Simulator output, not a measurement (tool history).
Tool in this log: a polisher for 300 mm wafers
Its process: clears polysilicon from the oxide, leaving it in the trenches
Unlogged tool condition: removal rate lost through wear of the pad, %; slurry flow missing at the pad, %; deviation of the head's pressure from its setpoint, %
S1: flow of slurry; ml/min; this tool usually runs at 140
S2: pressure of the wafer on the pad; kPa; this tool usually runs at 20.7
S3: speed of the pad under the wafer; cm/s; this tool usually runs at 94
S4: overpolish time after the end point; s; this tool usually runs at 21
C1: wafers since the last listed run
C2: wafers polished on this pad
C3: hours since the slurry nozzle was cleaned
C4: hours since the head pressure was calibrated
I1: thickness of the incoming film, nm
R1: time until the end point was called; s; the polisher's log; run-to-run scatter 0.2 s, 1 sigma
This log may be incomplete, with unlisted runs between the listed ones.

{"run": 1, "hour": 0.0, "S1": 140, "S2": 20.7, "S3": 94, "S4": 21, "C1": 0, "C2": 1167, "C3": 314.1, "C4": 937.3, "I1": 398.0, "R1": 27.2}
{"hour": 23.6, "done": "worn pad replaced by a new one"}
{"run": 2, "hour": 29.5, "S1": 140, "S2": 20.7, "S3": 94, "S4": 21, "C1": 284, "C2": 66, "C3": 343.6, "C4": 966.8, "I1": 399.7, "R1": 26.5}
{"run": 3, "hour": 60.0, "S1": 140, "S2": 20.7, "S3": 104, "S4": 21, "C1": 340, "C2": 406, "C3": 374.1, "C4": 997.3, "I1": 408.5, "R1": 25.5}
{"run": 4, "hour": 73.0, "S1": 140, "S2": 20.7, "S3": 104, "S4": 21, "C1": 145, "C2": 551, "C3": 387.1, "C4": 1010.3, "I1": 395.3, "R1": 24.5}
{"run": 5, "hour": 92.2, "S1": 140, "S2": 20.7, "S3": 104, "S4": 21, "C1": 214, "C2": 765, "C3": 406.3, "C4": 1029.5, "I1": 400.4, "R1": 25.4}
{"run": 6, "hour": 113.8, "S1": 140, "S2": 20.7, "S3": 94, "S4": 21, "C1": 240, "C2": 1006, "C3": 427.9, "C4": 1051.1, "I1": 401.7, "R1": 27.8}
{"hour": 138.5, "done": "worn pad replaced by a new one"}
{"run": 7, "hour": 139.0, "S1": 140, "S2": 20.7, "S3": 94, "S4": 21, "C1": 236, "C2": 5, "C3": 453.1, "C4": 1076.3, "I1": 402.4, "R1": 27.4}
{"hour": 211.2, "done": "head pressure recalibrated"}
{"run": 8, "hour": 213.7, "S1": 140, "S2": 20.7, "S3": 94, "S4": 21, "C1": 811, "C2": 816, "C3": 527.8, "C4": 2.5, "I1": 403.6, "R1": 28.8}
{"run": 9, "hour": 242.9, "S1": 140, "S2": 20.7, "S3": 94, "S4": 21, "C1": 325, "C2": 1142, "C3": 557.0, "C4": 31.7, "I1": 400.0, "R1": 28.8}
{"hour": 251.3, "done": "worn pad replaced by a new one"}
{"hour": 276.8, "done": "slurry nozzle cleaned"}
{"run": 10, "hour": 277.4, "S1": 140, "S2": 15.9, "S3": 94, "S4": 21, "C1": 329, "C2": 280, "C3": 0.6, "C4": 66.2, "I1": 396.4, "R1": 31.8}
{"run": 11, "hour": 299.3, "S1": 140, "S2": 15.9, "S3": 94, "S4": 21, "C1": 244, "C2": 524, "C3": 22.5, "C4": 88.1, "I1": 399.5, "R1": 33.0}
{"run": 12, "hour": 315.3, "S1": 140, "S2": 18.6, "S3": 94, "S4": 21, "C1": 178, "C2": 702, "C3": 38.5, "C4": 104.1, "I1": 396.2, "R1": 28.1}
{"run": 13, "hour": 344.0, "S1": 140, "S2": 20.7, "S3": 94, "S4": 25, "C1": 320, "C2": 1023, "C3": 67.2, "C4": 132.8, "I1": 398.4, "R1": 25.3}
{"hour": 363.6, "done": "worn pad replaced by a new one"}
{"run": 14, "hour": 366.0, "S1": 140, "S2": 26.9, "S3": 94, "S4": 21, "C1": 200, "C2": 27, "C3": 89.2, "C4": 154.8, "I1": 399.0, "R1": 19.6}
{"run": 15, "hour": 396.7, "S1": 160, "S2": 20.7, "S3": 104, "S4": 21, "C1": 342, "C2": 369, "C3": 119.9, "C4": 185.5, "I1": 405.6, "R1": 23.0}
{"run": 16, "hour": 409.5, "S1": 140, "S2": 20.7, "S3": 94, "S4": 21, "C1": 142, "C2": 512, "C3": 132.7, "C4": 198.3, "I1": 396.6, "R1": 25.2}
{"run": 17, "hour": 442.4, "S1": 120, "S2": 26.2, "S3": 94, "S4": 11, "C1": 367, "C2": 879, "C3": 165.6, "C4": 231.2, "I1": 394.4, "R1": 21.3}
{"run": 18, "hour": 469.3, "S1": 140, "S2": 20.7, "S3": 94, "S4": 17, "C1": 300, "C2": 1179, "C3": 192.5, "C4": 258.1, "I1": 398.8, "R1": 26.7}
{"hour": 494.7, "done": "worn pad replaced by a new one"}
{"run": 19, "hour": 495.2, "S1": 140, "S2": 27.6, "S3": 94, "S4": 21, "C1": 244, "C2": 6, "C3": 218.4, "C4": 284.0, "I1": 397.9, "R1": 19.0}
{"run": 20, "hour": 504.2, "S1": 140, "S2": 26.9, "S3": 94, "S4": 26, "C1": 100, "C2": 106, "C3": 227.4, "C4": 293.0, "I1": 395.8, "R1": 20.0}
{"run": 21, "hour": 534.9, "S1": 140, "S2": 20.7, "S3": 94, "S4": 16, "C1": 342, "C2": 448, "C3": 258.1, "C4": 323.7, "I1": 397.0, "R1": 25.6}
{"run": 22, "hour": 564.0, "S1": 140, "S2": 20.7, "S3": 94, "S4": 15, "C1": 324, "C2": 773, "C3": 287.2, "C4": 352.8, "I1": 407.5, "R1": 27.6}
{"run": 23, "hour": 598.9, "S1": 140, "S2": 20.7, "S3": 94, "S4": 21, "C1": 389, "C2": 1162, "C3": 322.1, "C4": 387.7, "I1": 391.6, "R1": 26.5}
{"run": 24, "hour": 632.2, "S1": 140, "S2": 20.7, "S3": 94, "S4": 21, "C1": 371, "C2": 1534, "C3": 355.4, "C4": 421.0, "I1": 402.7, "R1": 28.4}
{"hour": 642.3, "done": "worn pad replaced by a new one"}
{"run": 25, "hour": 646.5, "S1": 140, "S2": 20.7, "S3": 94, "S4": 34, "C1": 114, "C2": 47, "C3": 369.7, "C4": 435.3, "I1": 401.4, "R1": 26.9}

The tool's hidden state at each run:
deviation of the head's pressure from its setpoint, %: 0 across all the runs
H1: removal rate lost through wear of the pad, %
H2: slurry flow missing at the pad, %
run=1 H1=4.02 H2=23.8
run=2 H1=0.157 H2=25.6
run=3 H1=0.548 H2=27.5
run=4 H1=0.886 H2=28.3
run=5 H1=1.57 H2=29.4
run=6 H1=2.61 H2=30.7
run=7 H1=0.0319 H2=32.3
run=8 H1=1.74 H2=36.9
run=9 H1=3.33 H2=38.6
run=10 H1=0.238 H2=3.44
run=11 H1=0.729 H2=4.78
run=12 H1=1.27 H2=5.76
run=13 H1=2.63 H2=7.51
run=14 H1=0.28 H2=8.86
run=15 H1=0.611 H2=10.7
run=16 H1=0.917 H2=11.5
run=17 H1=2.16 H2=13.5
run=18 H1=3.66 H2=15.2
run=19 H1=0.612 H2=16.7
run=20 H1=0.64 H2=17.3
run=21 H1=1.1 H2=19.2
run=22 H1=2.07 H2=21
run=23 H1=3.9 H2=23.1
run=24 H1=6.34 H2=25.1
run=25 H1=0.819 H2=26
